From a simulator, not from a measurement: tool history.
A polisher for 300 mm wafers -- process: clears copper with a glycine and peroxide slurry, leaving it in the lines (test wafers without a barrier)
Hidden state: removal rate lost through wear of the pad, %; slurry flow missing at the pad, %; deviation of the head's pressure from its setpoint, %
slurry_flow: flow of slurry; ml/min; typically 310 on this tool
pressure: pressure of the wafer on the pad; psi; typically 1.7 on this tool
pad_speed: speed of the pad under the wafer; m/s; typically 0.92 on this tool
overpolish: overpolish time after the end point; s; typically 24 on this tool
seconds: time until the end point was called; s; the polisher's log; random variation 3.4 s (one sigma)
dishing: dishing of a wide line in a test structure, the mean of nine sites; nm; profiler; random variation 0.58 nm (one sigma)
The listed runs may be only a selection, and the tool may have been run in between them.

run,hour,slurry_flow,pressure,pad_speed,overpolish,wafers since the last listed run,wafers polished on this pad,hours since the slurry nozzle was cleaned,hours since the head pressure was calibrated,"incoming thickness of the incoming film, nm",seconds,dishing
1,0.0,310,1.7,0.80,24,0,517,222.8,745.7,485.2,214.4,42.0
# hour 13.8: slurry nozzle cleaned
2,55.6,310,1.7,0.80,24,423,941,41.8,801.3,486.5,210.0,42.3
3,120.0,310,1.7,0.80,24,499,1440,106.2,865.7,492.7,217.2,41.1
4,177.7,310,1.7,0.92,24,447,1887,163.9,923.4,483.9,194.1,44.9
# hour 188.8: worn pad replaced by a new one
5,239.8,310,1.7,0.92,24,450,395,226.0,985.5,496.2,199.2,45.1
# hour 274.7: slurry nozzle cleaned
6,296.1,310,1.7,0.92,24,428,823,21.4,1041.8,488.0,199.3,44.8
7,323.8,310,2.1,0.92,24,214,1038,49.1,1069.5,493.0,172.8,51.3
8,372.8,310,2.1,0.92,24,379,1418,98.1,1118.5,497.0,177.2,51.4
9,397.6,310,2.1,0.92,24,192,1610,122.9,1143.3,494.5,174.0,50.6
# hour 422.5: worn pad replaced by a new one
10,431.3,310,1.7,0.92,33,230,68,156.6,1177.0,493.5,199.1,58.1
# hour 497.4: slurry nozzle cleaned
11,503.1,310,1.7,0.78,24,548,617,5.7,1248.8,491.0,223.7,39.0
12,538.8,310,1.4,0.92,24,276,894,41.4,1284.5,493.5,229.2,38.7
13,591.0,310,2.0,1.10,32,404,1298,93.6,1336.7,491.4,157.7,66.7
# hour 612.3: head pressure recalibrated
14,619.4,310,2.1,0.92,24,204,1503,122.0,7.1,491.1,159.3,54.4
# hour 652.3: worn pad replaced by a new one
15,667.1,310,1.1,1.20,24,338,114,169.7,54.8,486.4,205.2,41.7
16,701.7,310,2.0,0.92,24,268,383,204.3,89.4,488.1,159.3,52.7
# hour 726.2: slurry nozzle cleaned
17,769.6,310,1.7,0.92,24,518,901,43.4,157.3,486.2,189.7,46.4
18,821.4,310,1.7,0.92,24,401,1303,95.2,209.1,488.0,189.0,46.6
# hour 866.4: worn pad replaced by a new one
19,882.2,310,1.7,0.92,24,440,122,156.0,269.9,482.8,189.6,45.9
20,911.1,310,2.3,0.92,31,224,346,184.9,298.8,490.4,151.4,69.3
# hour 927.6: slurry nozzle cleaned
21,951.4,310,2.1,1.06,24,304,650,23.8,339.1,481.1,145.6,57.4

Predict the results of run 22:
# hour 1072.9: worn pad replaced by a new one
# hour 1149.3: slurry nozzle cleaned
22,1153.0,310,1.4,0.72,34,1524,613,3.7,540.7,496.0,?,?

{"run 22": {"seconds": 254.6, "dishing": 48.4}}
With no hidden state in the tool, this same run would have given seconds 249.1 s, dishing 49.4 nm.

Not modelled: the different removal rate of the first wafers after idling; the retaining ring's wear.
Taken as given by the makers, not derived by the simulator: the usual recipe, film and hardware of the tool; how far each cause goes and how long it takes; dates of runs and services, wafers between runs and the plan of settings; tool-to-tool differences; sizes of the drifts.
